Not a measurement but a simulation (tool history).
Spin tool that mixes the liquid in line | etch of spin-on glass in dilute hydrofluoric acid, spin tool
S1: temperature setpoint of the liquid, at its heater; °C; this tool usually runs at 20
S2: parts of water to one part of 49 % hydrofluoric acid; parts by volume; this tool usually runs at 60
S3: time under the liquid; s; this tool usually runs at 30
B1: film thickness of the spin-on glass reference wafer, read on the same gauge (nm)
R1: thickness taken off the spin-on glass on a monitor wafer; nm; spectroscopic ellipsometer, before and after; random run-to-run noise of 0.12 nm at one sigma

{"run": 1, "hour": 0.0, "S1": 20, "S2": 45, "S3": 30, "B1": 49.99, "R1": 24.47}
{"run": 2, "hour": 71.1, "S1": 21, "S2": 60, "S3": 30, "B1": 49.99, "R1": 18.9}
{"run": 3, "hour": 132.3, "S1": 21, "S2": 60, "S3": 30, "B1": 50, "R1": 18.73}
{"run": 4, "hour": 158.1, "S1": 21, "S2": 60, "S3": 30, "B1": 50, "R1": 18.96}
{"run": 5, "hour": 227.4, "S1": 20, "S2": 60, "S3": 30, "B1": 50, "R1": 18.32}
{"run": 6, "hour": 263.8, "S1": 20, "S2": 60, "S3": 30, "B1": 50, "R1": 18.24}
{"run": 7, "hour": 294.7, "S1": 20, "S2": 60, "S3": 30, "B1": 50.01, "R1": 18.02}
{"run": 8, "hour": 337.8, "S1": 21.5, "S2": 60, "S3": 30, "B1": 50, "R1": 19.44}
{"run": 9, "hour": 389.8, "S1": 20, "S2": 60, "S3": 30, "B1": 49.99, "R1": 18.21}
{"run": 10, "hour": 467.9, "S1": 20, "S2": 60, "S3": 30, "B1": 49.99, "R1": 18.23}
{"run": 11, "hour": 493.9, "S1": 20, "S2": 60, "S3": 30, "B1": 50, "R1": 18.3}
{"run": 12, "hour": 556.6, "S1": 20, "S2": 60, "S3": 30, "B1": 49.99, "R1": 17.96}
{"run": 13, "hour": 583.5, "S1": 20, "S2": 60, "S3": 30, "B1": 50, "R1": 18.18}
{"hour": 619.9, "done": "hydrofluoric acid flow meter replaced"}
{"run": 14, "hour": 624.8, "S1": 20, "S2": 60, "S3": 30, "B1": 50.01, "R1": 18.16}
{"run": 15, "hour": 652.2, "S1": 20, "S2": 60, "S3": 30, "B1": 50, "R1": 18.09}
{"run": 16, "hour": 699.3, "S1": 22, "S2": 60, "S3": 15, "B1": 50, "R1": 9.81}
{"run": 17, "hour": 759.4, "S1": 20, "S2": 60, "S3": 30, "B1": 49.98, "R1": 18.11}
{"run": 18, "hour": 787.0, "S1": 20, "S2": 75, "S3": 45, "B1": 50, "R1": 21.28}
{"hour": 850.7, "done": "thermometer replaced"}
{"run": 19, "hour": 858.5, "S1": 17, "S2": 80, "S3": 15, "B1": 49.99, "R1": 5.89}
{"run": 20, "hour": 932.6, "S1": 24.5, "S2": 90, "S3": 30, "B1": 50.01, "R1": 13.99}
{"run": 21, "hour": 968.3, "S1": 17, "S2": 35, "S3": 20, "B1": 50.01, "R1": 18.65}
{"hour": 995.6, "done": "gauge calibrated"}
{"run": 22, "hour": 1020.1, "S1": 17, "S2": 35, "S3": 20, "B1": 49.99, "R1": 18.7}
{"run": 23, "hour": 1053.7, "S1": 17, "S2": 75, "S3": 25, "B1": 49.98, "R1": 10.49}
{"run": 24, "hour": 1196.9, "S1": 17, "S2": 40, "S3": 50, "B1": 50, "R1": 40.69}
{"run": 25, "hour": 1254.6, "S1": 20, "S2": 60, "S3": 30, "B1": 50, "R1": 18.23}
{"run": 26, "hour": 1284.8, "S1": 20, "S2": 75, "S3": 25, "B1": 49.99, "R1": 12.01}
{"run": 27, "hour": 1310.9, "S1": 24.5, "S2": 70, "S3": 40, "B1": 49.97, "R1": 24.67}
{"run": 28, "hour": 1350.5, "S1": 17, "S2": 60, "S3": 30, "B1": 50, "R1": 15.83}
{"run": 29, "hour": 1381.2, "S1": 21.5, "S2": 35, "S3": 45, "B1": 50, "R1": 51.35}

For each run, what was the tool's unlogged condition?
liquid colder than its thermometer reads (K): 0, the same for each run
hydrofluoric acid flow above the setpoint (%): 0, the same for each run
gauge reads high (%): 0, the same for each run
